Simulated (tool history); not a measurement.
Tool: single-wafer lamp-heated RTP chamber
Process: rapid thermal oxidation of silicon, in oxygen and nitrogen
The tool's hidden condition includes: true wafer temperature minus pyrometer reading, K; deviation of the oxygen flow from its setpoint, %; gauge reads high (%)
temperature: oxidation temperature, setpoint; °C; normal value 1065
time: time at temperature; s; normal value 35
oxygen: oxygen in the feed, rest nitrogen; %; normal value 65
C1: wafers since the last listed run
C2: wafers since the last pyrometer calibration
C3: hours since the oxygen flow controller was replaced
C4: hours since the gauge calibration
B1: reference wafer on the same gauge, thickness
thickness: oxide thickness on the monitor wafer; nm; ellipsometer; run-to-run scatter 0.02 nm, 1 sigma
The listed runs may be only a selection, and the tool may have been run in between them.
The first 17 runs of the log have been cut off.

{"run": 18, "hour": 1107.4, "temperature": 1065, "time": 35, "oxygen": 65, "C1": 563, "C2": 3556, "C3": 640.1, "C4": 532.2, "B1": 6.775, "thickness": 5.742}
{"run": 19, "hour": 1184.5, "temperature": 1090, "time": 50, "oxygen": 86, "C1": 442, "C2": 3999, "C3": 717.2, "C4": 609.3, "B1": 6.77, "thickness": 8.77}
{"run": 20, "hour": 1261.9, "temperature": 1074, "time": 44, "oxygen": 65, "C1": 444, "C2": 4443, "C3": 794.6, "C4": 686.7, "B1": 6.78, "thickness": 6.745}
{"run": 21, "hour": 1301.4, "temperature": 1065, "time": 35, "oxygen": 47, "C1": 226, "C2": 4670, "C3": 834.1, "C4": 726.2, "B1": 6.784, "thickness": 5.149}
{"run": 22, "hour": 1355.4, "temperature": 1065, "time": 41, "oxygen": 35, "C1": 310, "C2": 4981, "C3": 888.1, "C4": 780.2, "B1": 6.769, "thickness": 4.957}
{"run": 23, "hour": 1422.0, "temperature": 1065, "time": 35, "oxygen": 65, "C1": 382, "C2": 5363, "C3": 954.7, "C4": 846.8, "B1": 6.789, "thickness": 5.743}
{"run": 24, "hour": 1525.3, "temperature": 1055, "time": 44, "oxygen": 42, "C1": 593, "C2": 5956, "C3": 1058.0, "C4": 950.1, "B1": 6.772, "thickness": 5.122}
{"hour": 1539.5, "done": "pyrometer window cleaned and pyrometer calibrated"}
{"run": 25, "hour": 1619.2, "temperature": 1094, "time": 23, "oxygen": 65, "C1": 493, "C2": 457, "C3": 1151.9, "C4": 1044.0, "B1": 6.773, "thickness": 5.805}
{"run": 26, "hour": 1660.0, "temperature": 1065, "time": 46, "oxygen": 65, "C1": 234, "C2": 692, "C3": 1192.7, "C4": 1084.8, "B1": 6.77, "thickness": 6.478}
{"run": 27, "hour": 1728.1, "temperature": 1065, "time": 35, "oxygen": 75, "C1": 391, "C2": 1083, "C3": 1260.8, "C4": 1152.9, "B1": 6.775, "thickness": 6.061}
{"run": 28, "hour": 1793.6, "temperature": 1043, "time": 51, "oxygen": 41, "C1": 376, "C2": 1459, "C3": 1326.3, "C4": 1218.4, "B1": 6.779, "thickness": 4.97}
{"run": 29, "hour": 1853.0, "temperature": 1065, "time": 35, "oxygen": 75, "C1": 341, "C2": 1800, "C3": 1385.7, "C4": 1277.8, "B1": 6.775, "thickness": 6.056}
{"run": 30, "hour": 1930.9, "temperature": 1065, "time": 35, "oxygen": 65, "C1": 447, "C2": 2248, "C3": 1463.6, "C4": 1355.7, "B1": 6.785, "thickness": 5.768}
{"run": 31, "hour": 2006.0, "temperature": 1053, "time": 24, "oxygen": 48, "C1": 431, "C2": 2679, "C3": 1538.7, "C4": 1430.8, "B1": 6.785, "thickness": 4.097}
{"run": 32, "hour": 2069.4, "temperature": 1065, "time": 35, "oxygen": 65, "C1": 364, "C2": 3043, "C3": 1602.1, "C4": 1494.2, "B1": 6.782, "thickness": 5.746}
{"run": 33, "hour": 2169.6, "temperature": 1065, "time": 35, "oxygen": 39, "C1": 575, "C2": 3619, "C3": 1702.3, "C4": 1594.4, "B1": 6.775, "thickness": 4.818}
{"run": 34, "hour": 2229.0, "temperature": 1065, "time": 35, "oxygen": 91, "C1": 341, "C2": 3960, "C3": 1761.7, "C4": 1653.8, "B1": 6.774, "thickness": 6.487}
{"run": 35, "hour": 2300.3, "temperature": 1042, "time": 43, "oxygen": 77, "C1": 409, "C2": 4370, "C3": 1833.0, "C4": 1725.1, "B1": 6.791, "thickness": 5.7}
{"run": 36, "hour": 2345.6, "temperature": 1065, "time": 49, "oxygen": 65, "C1": 260, "C2": 4630, "C3": 1878.3, "C4": 1770.4, "B1": 6.772, "thickness": 6.651}

What will run 37 give?
{"run": 37, "hour": 2390.2, "temperature": 1065, "time": 30, "oxygen": 65, "C1": 256, "C2": 4886, "C3": 1922.9, "C4": 1815.0, "B1": "?", "thickness": "?"}

{"run 37": {"B1": 6.773, "thickness": 5.361}}
If the tool had no hidden condition, the same run with the same run-to-run variation would have returned thickness 5.361 nm.
